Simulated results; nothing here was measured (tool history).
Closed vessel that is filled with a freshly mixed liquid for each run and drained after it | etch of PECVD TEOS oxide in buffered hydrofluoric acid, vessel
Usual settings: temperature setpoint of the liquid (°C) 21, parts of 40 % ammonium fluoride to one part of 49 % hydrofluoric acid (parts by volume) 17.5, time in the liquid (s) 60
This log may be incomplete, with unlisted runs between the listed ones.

run     day  temperature setpoint of the liquid (°C)  parts of 40 % ammonium fluoride to one part of 49 % hydrofluoric acid (parts by volume)  time in the liquid (s)  read-back film thickness of the PECVD TEOS oxide reference wafer, read on the same gauge (nm)  thickness taken off the PECVD TEOS oxide on a monitor wafer (Å)
  1       0                                       21                                                                                     17.5                      60                                                                                          90.01                                                           1101.9
  2   3.842                                       21                                                                                     17.5                      60                                                                                          89.96                                                           1138.5
  3   6.642                                     18.5                                                                                       23                      60                                                                                          90.04                                                            769.6
  4   9.742                                     18.5                                                                                       23                      60                                                                                          89.99                                                            769.9
  5  11.517                                     18.5                                                                                       23                      60                                                                                             90                                                            776.3
  6  13.075                                       21                                                                                       15                      60                                                                                             90                                                           1328.5
  7  14.979                                       21                                                                                       15                      60                                                                                          90.01                                                           1329.6
  8  18.646                                       21                                                                                     17.5                      60                                                                                             90                                                             1187
  9  22.862                                       21                                                                                     17.5                      60                                                                                          90.01                                                           1163.9
 10  24.846                                       21                                                                                     17.5                      60                                                                                             90                                                           1204.6
 11  29.138                                       21                                                                                     17.5                      60                                                                                          89.99                                                           1066.2
 12  32.346                                       17                                                                                     13.5                      45                                                                                          89.99                                                            834.5
 13  34.804                                       21                                                                                     17.5                      60                                                                                          90.03                                                           1078.7
 14  38.504                                       21                                                                                     17.5                      60                                                                                             90                                                           1094.4
 15  42.954                                     19.5                                                                                     17.5                      60                                                                                             90                                                           1015.1
 16  47.175                                       21                                                                                     17.5                      60                                                                                             90                                                           1120.3
 17  50.183                                       17                                                                                     17.5                      35                                                                                          90.01                                                            515.1
 18  53.896                                       26                                                                                     11.5                      30                                                                                          89.99                                                           1127.1
 19  58.125                                       18                                                                                     17.5                      60                                                                                             90                                                            977.2
 20  60.283                                       21                                                                                     17.5                      30                                                                                             90                                                            584.3
 21  62.888                                     18.5                                                                                     17.5                      60                                                                                          90.02                                                           1015.3
 22  66.671                                       21                                                                                     17.5                      60                                                                                          89.99                                                           1177.1
 23    69.5                                       21                                                                                     22.5                      60                                                                                          89.99                                                            856.6

Removed from this log: 5 entries logged between the listed runs. Between which two listed runs does each belong, and how does the tool's hidden state at the listed run before it compare with that at the listed run after it?
In the gap between runs 1 and 2: gauge calibrated (day 0.579)
  hydrofluoric acid flow above the setpoint (%): 6.52 -> 7.67
  measured less the result without the state, thickness taken off the PECVD TEOS oxide on a monitor wafer (Å): +66.6 -> +80
In the gap between runs 9 and 10: thermometer replaced (day 23.604)
  hydrofluoric acid flow above the setpoint (%): 13.3 -> 13.9
  measured less the result without the state, thickness taken off the PECVD TEOS oxide on a monitor wafer (Å): +134.9 -> +145.1
In the gap between runs 10 and 11: hydrofluoric acid flow meter replaced (day 25.317)
  hydrofluoric acid flow above the setpoint (%): 13.9 -> 1.52
  measured less the result without the state, thickness taken off the PECVD TEOS oxide on a monitor wafer (Å): +145.1 -> +15.7
In the gap between runs 16 and 17: gauge calibrated (day 47.417)
  hydrofluoric acid flow above the setpoint (%): 6.88 -> 7.78
  measured less the result without the state, thickness taken off the PECVD TEOS oxide on a monitor wafer (Å): +71.2 -> +36.7
In the gap between runs 22 and 23: hydrofluoric acid flow meter replaced (day 68.379)
  hydrofluoric acid flow above the setpoint (%): 12.7 -> 0.647
  measured less the result without the state, thickness taken off the PECVD TEOS oxide on a monitor wafer (Å): +130.6 -> +3.8

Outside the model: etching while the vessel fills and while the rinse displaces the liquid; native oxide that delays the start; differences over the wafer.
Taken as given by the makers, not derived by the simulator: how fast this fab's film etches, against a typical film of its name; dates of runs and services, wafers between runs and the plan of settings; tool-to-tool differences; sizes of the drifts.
